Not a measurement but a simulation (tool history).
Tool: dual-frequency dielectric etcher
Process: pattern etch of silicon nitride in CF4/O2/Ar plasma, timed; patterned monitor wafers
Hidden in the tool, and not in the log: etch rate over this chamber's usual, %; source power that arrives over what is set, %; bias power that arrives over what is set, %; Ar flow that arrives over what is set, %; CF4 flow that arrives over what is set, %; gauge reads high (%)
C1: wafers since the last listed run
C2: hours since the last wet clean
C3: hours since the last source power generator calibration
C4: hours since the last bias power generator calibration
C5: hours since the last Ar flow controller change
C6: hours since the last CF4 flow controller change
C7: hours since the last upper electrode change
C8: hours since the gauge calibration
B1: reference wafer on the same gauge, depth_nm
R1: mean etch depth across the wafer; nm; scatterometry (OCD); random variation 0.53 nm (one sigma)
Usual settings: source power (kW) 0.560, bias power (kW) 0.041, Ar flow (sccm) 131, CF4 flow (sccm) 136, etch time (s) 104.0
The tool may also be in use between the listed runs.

{"run": 1, "day": 0.0, "source power (kW)": 0.56, "bias power (kW)": 0.033, "Ar flow (sccm)": 156, "CF4 flow (sccm)": 136, "etch time (s)": 104.0, "C1": 0, "C2": 548.9, "C3": 2457.7, "C4": 1160.9, "C5": 137.6, "C6": 2283.1, "C7": 2246.5, "C8": 1246.2, "B1": 183.9, "R1": 179.5}
{"run": 2, "day": 4.379, "source power (kW)": 0.56, "bias power (kW)": 0.034, "Ar flow (sccm)": 131, "CF4 flow (sccm)": 136, "etch time (s)": 104.0, "C1": 1191, "C2": 654.0, "C3": 2562.8, "C4": 1266.0, "C5": 242.7, "C6": 2388.2, "C7": 2351.6, "C8": 1351.3, "B1": 183.9, "R1": 190.2}
{"day": 10.446, "done": "wet clean of the chamber"}
{"day": 14.108, "done": "CF4 flow controller replaced"}
{"day": 16.317, "done": "bias power generator calibrated"}
{"run": 3, "day": 17.779, "source power (kW)": 0.43, "bias power (kW)": 0.041, "Ar flow (sccm)": 131, "CF4 flow (sccm)": 126, "etch time (s)": 104.0, "C1": 3260, "C2": 176.0, "C3": 2884.4, "C4": 35.1, "C5": 564.3, "C6": 88.1, "C7": 2673.2, "C8": 1672.9, "B1": 183.9, "R1": 180.9}
{"run": 4, "day": 19.733, "source power (kW)": 0.64, "bias power (kW)": 0.041, "Ar flow (sccm)": 131, "CF4 flow (sccm)": 136, "etch time (s)": 104.0, "C1": 531, "C2": 222.9, "C3": 2931.3, "C4": 82.0, "C5": 611.2, "C6": 135.0, "C7": 2720.1, "C8": 1719.8, "B1": 184.1, "R1": 231.8}
{"day": 22.046, "done": "source power generator calibrated"}
{"run": 5, "day": 22.129, "source power (kW)": 0.63, "bias power (kW)": 0.041, "Ar flow (sccm)": 131, "CF4 flow (sccm)": 147, "etch time (s)": 104.0, "C1": 606, "C2": 280.4, "C3": 2.0, "C4": 139.5, "C5": 668.7, "C6": 192.5, "C7": 2777.6, "C8": 1777.3, "B1": 184.1, "R1": 220.5}
{"run": 6, "day": 24.629, "source power (kW)": 0.65, "bias power (kW)": 0.035, "Ar flow (sccm)": 131, "CF4 flow (sccm)": 118, "etch time (s)": 125.5, "C1": 680, "C2": 340.4, "C3": 62.0, "C4": 199.5, "C5": 728.7, "C6": 252.5, "C7": 2837.6, "C8": 1837.3, "B1": 184.0, "R1": 237.8}
{"run": 7, "day": 28.246, "source power (kW)": 0.56, "bias power (kW)": 0.032, "Ar flow (sccm)": 103, "CF4 flow (sccm)": 170, "etch time (s)": 87.0, "C1": 983, "C2": 427.2, "C3": 148.8, "C4": 286.3, "C5": 815.5, "C6": 339.3, "C7": 2924.4, "C8": 1924.1, "B1": 183.9, "R1": 159.3}
{"run": 8, "day": 31.638, "source power (kW)": 0.49, "bias power (kW)": 0.041, "Ar flow (sccm)": 131, "CF4 flow (sccm)": 136, "etch time (s)": 104.0, "C1": 922, "C2": 508.6, "C3": 230.2, "C4": 367.7, "C5": 896.9, "C6": 420.7, "C7": 3005.8, "C8": 2005.5, "B1": 183.9, "R1": 185.9}
{"run": 9, "day": 34.462, "source power (kW)": 0.56, "bias power (kW)": 0.041, "Ar flow (sccm)": 131, "CF4 flow (sccm)": 136, "etch time (s)": 104.0, "C1": 768, "C2": 576.4, "C3": 298.0, "C4": 435.5, "C5": 964.7, "C6": 488.5, "C7": 3073.6, "C8": 2073.3, "B1": 184.0, "R1": 202.0}
{"day": 35.262, "done": "gauge calibrated"}
{"run": 10, "day": 38.225, "source power (kW)": 0.56, "bias power (kW)": 0.041, "Ar flow (sccm)": 131, "CF4 flow (sccm)": 113, "etch time (s)": 104.0, "C1": 1023, "C2": 666.7, "C3": 388.3, "C4": 525.8, "C5": 1055.0, "C6": 578.8, "C7": 3163.9, "C8": 71.1, "B1": 184.0, "R1": 196.0}
{"day": 40.921, "done": "source power generator calibrated, repeated, since the last time left the tool worse"}
{"run": 11, "day": 41.379, "source power (kW)": 0.56, "bias power (kW)": 0.041, "Ar flow (sccm)": 131, "CF4 flow (sccm)": 136, "etch time (s)": 104.0, "C1": 812, "C2": 742.4, "C3": 11.0, "C4": 601.5, "C5": 1130.7, "C6": 654.5, "C7": 3239.6, "C8": 146.8, "B1": 184.1, "R1": 208.5}
{"day": 43.112, "done": "wet clean of the chamber"}
{"day": 45.212, "done": "upper electrode replaced"}
{"run": 12, "day": 45.233, "source power (kW)": 0.56, "bias power (kW)": 0.034, "Ar flow (sccm)": 161, "CF4 flow (sccm)": 136, "etch time (s)": 104.0, "C1": 504, "C2": 50.9, "C3": 103.5, "C4": 694.0, "C5": 1223.2, "C6": 747.0, "C7": 0.5, "C8": 239.3, "B1": 184.0, "R1": 179.6}
{"run": 13, "day": 48.508, "source power (kW)": 0.56, "bias power (kW)": 0.041, "Ar flow (sccm)": 131, "CF4 flow (sccm)": 136, "etch time (s)": 104.0, "C1": 891, "C2": 129.5, "C3": 182.1, "C4": 772.6, "C5": 1301.8, "C6": 825.6, "C7": 79.1, "C8": 317.9, "B1": 183.9, "R1": 208.5}
{"run": 14, "day": 50.833, "source power (kW)": 0.56, "bias power (kW)": 0.041, "Ar flow (sccm)": 131, "CF4 flow (sccm)": 136, "etch time (s)": 79.0, "C1": 632, "C2": 185.3, "C3": 237.9, "C4": 828.4, "C5": 1357.6, "C6": 881.4, "C7": 134.9, "C8": 373.7, "B1": 184.1, "R1": 158.6}
{"run": 15, "day": 55.329, "source power (kW)": 0.63, "bias power (kW)": 0.041, "Ar flow (sccm)": 131, "CF4 flow (sccm)": 165, "etch time (s)": 104.0, "C1": 1223, "C2": 293.2, "C3": 345.8, "C4": 936.3, "C5": 1465.5, "C6": 989.3, "C7": 242.8, "C8": 481.6, "B1": 183.9, "R1": 232.2}
{"run": 16, "day": 57.062, "source power (kW)": 0.56, "bias power (kW)": 0.041, "Ar flow (sccm)": 119, "CF4 flow (sccm)": 120, "etch time (s)": 104.0, "C1": 471, "C2": 334.8, "C3": 387.4, "C4": 977.9, "C5": 1507.1, "C6": 1030.9, "C7": 284.4, "C8": 523.2, "B1": 183.9, "R1": 207.0}
{"run": 17, "day": 59.767, "source power (kW)": 0.56, "bias power (kW)": 0.041, "Ar flow (sccm)": 131, "CF4 flow (sccm)": 136, "etch time (s)": 104.0, "C1": 735, "C2": 399.7, "C3": 452.3, "C4": 1042.8, "C5": 1572.0, "C6": 1095.8, "C7": 349.3, "C8": 588.1, "B1": 184.0, "R1": 209.9}
{"run": 18, "day": 63.342, "source power (kW)": 0.56, "bias power (kW)": 0.041, "Ar flow (sccm)": 113, "CF4 flow (sccm)": 123, "etch time (s)": 104.0, "C1": 972, "C2": 485.5, "C3": 538.1, "C4": 1128.6, "C5": 1657.8, "C6": 1181.6, "C7": 435.1, "C8": 673.9, "B1": 184.1, "R1": 211.5}
{"day": 72.629, "done": "wet clean of the chamber"}
{"run": 19, "day": 74.492, "source power (kW)": 0.49, "bias power (kW)": 0.041, "Ar flow (sccm)": 131, "CF4 flow (sccm)": 136, "etch time (s)": 104.0, "C1": 2761, "C2": 44.7, "C3": 805.7, "C4": 1396.2, "C5": 1925.4, "C6": 1449.2, "C7": 702.7, "C8": 941.5, "B1": 183.9, "R1": 192.2}
{"day": 76.062, "done": "bias power generator calibrated"}
{"run": 20, "day": 77.567, "source power (kW)": 0.56, "bias power (kW)": 0.041, "Ar flow (sccm)": 131, "CF4 flow (sccm)": 155, "etch time (s)": 104.0, "C1": 791, "C2": 118.5, "C3": 879.5, "C4": 36.1, "C5": 1999.2, "C6": 1523.0, "C7": 776.5, "C8": 1015.3, "B1": 184.0, "R1": 212.5}
{"run": 21, "day": 79.658, "source power (kW)": 0.63, "bias power (kW)": 0.041, "Ar flow (sccm)": 131, "CF4 flow (sccm)": 165, "etch time (s)": 104.0, "C1": 569, "C2": 168.7, "C3": 929.7, "C4": 86.3, "C5": 2049.4, "C6": 1573.2, "C7": 826.7, "C8": 1065.5, "B1": 184.0, "R1": 231.7}

Forecast each of these 4 alternatives for the next run:
{"run": "A", "day": 79.675, "source power (kW)": 0.56, "bias power (kW)": 0.051, "Ar flow (sccm)": 131, "CF4 flow (sccm)": 136, "etch time (s)": 104.0, "C1": 4, "C2": 169.1, "C3": 930.1, "C4": 86.7, "C5": 2049.8, "C6": 1573.6, "C7": 827.1, "C8": 1065.9, "B1": "?", "R1": "?"}
{"run": "B", "day": 79.675, "source power (kW)": 0.56, "bias power (kW)": 0.041, "Ar flow (sccm)": 160, "CF4 flow (sccm)": 151, "etch time (s)": 104.0, "C1": 4, "C2": 169.1, "C3": 930.1, "C4": 86.7, "C5": 2049.8, "C6": 1573.6, "C7": 827.1, "C8": 1065.9, "B1": "?", "R1": "?"}
{"run": "C", "day": 79.675, "source power (kW)": 0.67, "bias power (kW)": 0.033, "Ar flow (sccm)": 119, "CF4 flow (sccm)": 136, "etch time (s)": 104.0, "C1": 4, "C2": 169.1, "C3": 930.1, "C4": 86.7, "C5": 2049.8, "C6": 1573.6, "C7": 827.1, "C8": 1065.9, "B1": "?", "R1": "?"}
{"run": "D", "day": 79.675, "source power (kW)": 0.56, "bias power (kW)": 0.041, "Ar flow (sccm)": 141, "CF4 flow (sccm)": 136, "etch time (s)": 133.0, "C1": 4, "C2": 169.1, "C3": 930.1, "C4": 86.7, "C5": 2049.8, "C6": 1573.6, "C7": 827.1, "C8": 1065.9, "B1": "?", "R1": "?"}

run=A B1=184.0 R1=236.0
run=B B1=184.0 R1=205.3
run=C B1=184.0 R1=211.1
run=D B1=184.0 R1=264.0
Without the tool's hidden state the same runs would have given:
run=A R1=235.9
run=B R1=205.2
run=C R1=211.0
run=D R1=263.8

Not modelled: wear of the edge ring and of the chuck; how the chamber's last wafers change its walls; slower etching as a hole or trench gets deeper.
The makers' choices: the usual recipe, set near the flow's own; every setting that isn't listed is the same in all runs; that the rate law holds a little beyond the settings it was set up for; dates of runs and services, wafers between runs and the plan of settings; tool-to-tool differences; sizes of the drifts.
